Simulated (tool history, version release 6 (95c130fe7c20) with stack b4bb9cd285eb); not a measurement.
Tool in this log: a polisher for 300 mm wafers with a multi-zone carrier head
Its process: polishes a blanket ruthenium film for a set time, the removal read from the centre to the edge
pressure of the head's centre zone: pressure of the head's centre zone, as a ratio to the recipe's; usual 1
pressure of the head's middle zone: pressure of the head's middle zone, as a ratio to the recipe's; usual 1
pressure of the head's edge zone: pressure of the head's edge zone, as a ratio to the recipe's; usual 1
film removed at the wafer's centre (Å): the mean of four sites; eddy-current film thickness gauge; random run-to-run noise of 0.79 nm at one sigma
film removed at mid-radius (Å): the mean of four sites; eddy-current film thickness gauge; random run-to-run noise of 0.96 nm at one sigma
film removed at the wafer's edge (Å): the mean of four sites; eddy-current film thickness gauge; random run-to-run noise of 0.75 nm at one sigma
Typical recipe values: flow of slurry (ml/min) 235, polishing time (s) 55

run	hour	flow of slurry (ml/min)	pressure of the head's centre zone	pressure of the head's middle zone	pressure of the head's edge zone	polishing time (s)	wafers since the last listed run	wafers polished on this pad	hours since the slurry nozzle was cleaned	hours since the centre zone pressure was calibrated	hours since the edge zone pressure was calibrated	hours since the carrier head's membrane was replaced	incoming thickness of the incoming film, nm	film removed at the wafer's centre (Å)	film removed at mid-radius (Å)	film removed at the wafer's edge (Å)
1	0	155	1	1	1	55	0	1602	76.3	1085.8	1277.5	1714.3	345.3	717	693	667
# hour 2.2: edge zone pressure recalibrated
# hour 8.4: worn pad replaced by a new one
# hour 17.8: carrier head's membrane replaced by a new one
2	18.3	170	1	1.04	1	55	104	69	94.6	1104.1	16.1	0.5	342.8	729	734	676
# hour 23.8: centre zone pressure recalibrated
3	28	235	1	1	1	55	109	179	104.3	4.2	25.8	10.2	340.3	718	730	695
4	37.6	305	1.1	1	1.05	55	136	316	113.9	13.8	35.4	19.8	338.6	812	765	738
5	68	265	0.94	1	1	55	433	750	144.3	44.2	65.8	50.2	338.2	679	745	712
6	77.7	235	1	1	1	55	138	888	154	53.9	75.5	59.9	341.7	697	726	720
7	85.9	275	1	0.93	1	55	116	1005	162.2	62.1	83.7	68.1	344.3	716	704	725
8	96.5	235	1	1	1	55	151	1156	172.8	72.7	94.3	78.7	340.9	703	725	706
9	113.3	235	0.93	1	1.09	39	239	1396	189.6	89.5	111.1	95.5	341.4	470	527	527
10	126	235	1.08	0.96	1	43	181	1577	202.3	102.2	123.8	108.2	339.4	588	563	550
# hour 136.4: worn pad replaced by a new one
11	168.7	235	1	1	1	66	551	461	245	144.9	166.5	150.9	339.2	833	884	841
12	182.9	235	1	0.91	1	63	202	663	259.2	159.1	180.7	165.1	336.9	794	763	813
13	194.1	190	1.05	0.92	1	71	159	823	270.4	170.3	191.9	176.3	334.7	903	875	896
14	200.4	235	1.06	0.92	1	55	89	913	276.7	176.6	198.2	182.6	338.3	742	669	711
15	216.4	235	1	1	1	55	228	1141	292.7	192.6	214.2	198.6	345.4	705	728	699
16	226.7	265	1	1	1	55	146	1288	303	202.9	224.5	208.9	347.2	713	753	708
17	233	305	1.1	1	1.05	55	89	1378	309.3	209.2	230.8	215.2	342.7	791	762	746
18	245.2	235	0.94	1.03	1	55	173	1552	321.5	221.4	243	227.4	340.2	653	762	692
# hour 258.9: worn pad replaced by a new one
19	262	235	1	1	1	61	182	44	338.3	238.2	259.8	244.2	343.2	780	801	774
20	271.1	255	0.96	1.11	0.96	55	129	174	347.4	247.3	268.9	253.3	338.3	678	806	699
21	282.3	235	1	1	1	60	159	334	358.6	258.5	280.1	264.5	339.7	749	776	757
22	296.8	235	1	1	1	55	206	541	373.1	273	294.6	279	338.5	701	739	709
23	310.1	315	0.96	1	1	73	189	730	386.4	286.3	307.9	292.3	338.3	945	1000	947

3 options for the next run, each taken on its own from the tool as it stands now. Forecast them:
A	310.5	235	1	1	1	55	5	736	386.8	286.7	308.3	292.7	341.8	?	?	?
B	310.5	235	0.94	1.06	1	55	5	736	386.8	286.7	308.3	292.7	341.8	?	?	?
C	310.5	235	1.11	0.88	1	55	5	736	386.8	286.7	308.3	292.7	341.8	?	?	?

run	film removed at the wafer's centre (Å)	film removed at mid-radius (Å)	film removed at the wafer's edge (Å)
A	700	717	696
B	662	754	696
C	770	644	698
With the hidden condition removed and each run's random variation left untouched, the same runs would have given:
run	film removed at the wafer's centre (Å)	film removed at mid-radius (Å)	film removed at the wafer's edge (Å)
A	712	729	705
B	673	766	705
C	784	655	706

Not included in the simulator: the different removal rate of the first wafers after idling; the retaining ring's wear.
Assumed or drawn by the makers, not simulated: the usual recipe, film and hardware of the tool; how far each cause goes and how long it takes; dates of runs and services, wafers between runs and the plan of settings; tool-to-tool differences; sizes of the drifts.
